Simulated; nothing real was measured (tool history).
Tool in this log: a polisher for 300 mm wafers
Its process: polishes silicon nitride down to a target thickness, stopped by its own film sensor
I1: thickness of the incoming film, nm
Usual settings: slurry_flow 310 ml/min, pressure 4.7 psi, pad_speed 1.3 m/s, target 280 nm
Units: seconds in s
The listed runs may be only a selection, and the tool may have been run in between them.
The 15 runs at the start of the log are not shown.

At hour 200.5: slurry nozzle cleaned.
Run 16, hour 204.6: usual settings; I1 445.2. Result: seconds 49 s.
Run 17, hour 214.5: usual settings but pad_speed 1.54 m/s; I1 446.3. Result: seconds 43.4 s.
Run 18, hour 229.6: usual settings; I1 444.9. Result: seconds 49.6 s.
Run 19, hour 245: usual settings but slurry_flow 365 ml/min, pressure 5.6 psi, pad_speed 0.94 m/s, target 321 nm; I1 448.4. Result: seconds 42.3 s.
At hour 251.7: worn pad replaced by a new one.
Run 20, hour 255.9: usual settings but pad_speed 1.58 m/s; I1 446.5. Result: seconds 43.1 s.
Run 21, hour 262.4: usual settings but slurry_flow 405 ml/min, pressure 3.6 psi, pad_speed 1.18 m/s; I1 444.8. Result: seconds 65.2 s.
At hour 267.7: head pressure recalibrated.
Run 22, hour 273: usual settings but slurry_flow 275 ml/min, pad_speed 1.54 m/s; I1 457.9. Result: seconds 42.6 s.
Run 23, hour 279.9: usual settings but slurry_flow 415 ml/min, pressure 5.3 psi; I1 443.7. Result: seconds 39.4 s.
Run 24, hour 296.6: usual settings but pressure 6 psi; I1 457.3. Result: seconds 40.1 s.
Run 25, hour 312.2: usual settings but pressure 4.2 psi, pad_speed 1.62 m/s, target 312 nm; I1 450. Result: seconds 35 s.

Expected results for the next run?
Run 26, hour 329.8: usual settings; I1 454.3. Result: seconds ?.

{"run 26": {"seconds": 47.5}}
With the hidden condition absent and the run-to-run variation left alone, this run would have shown seconds 47.5 s.

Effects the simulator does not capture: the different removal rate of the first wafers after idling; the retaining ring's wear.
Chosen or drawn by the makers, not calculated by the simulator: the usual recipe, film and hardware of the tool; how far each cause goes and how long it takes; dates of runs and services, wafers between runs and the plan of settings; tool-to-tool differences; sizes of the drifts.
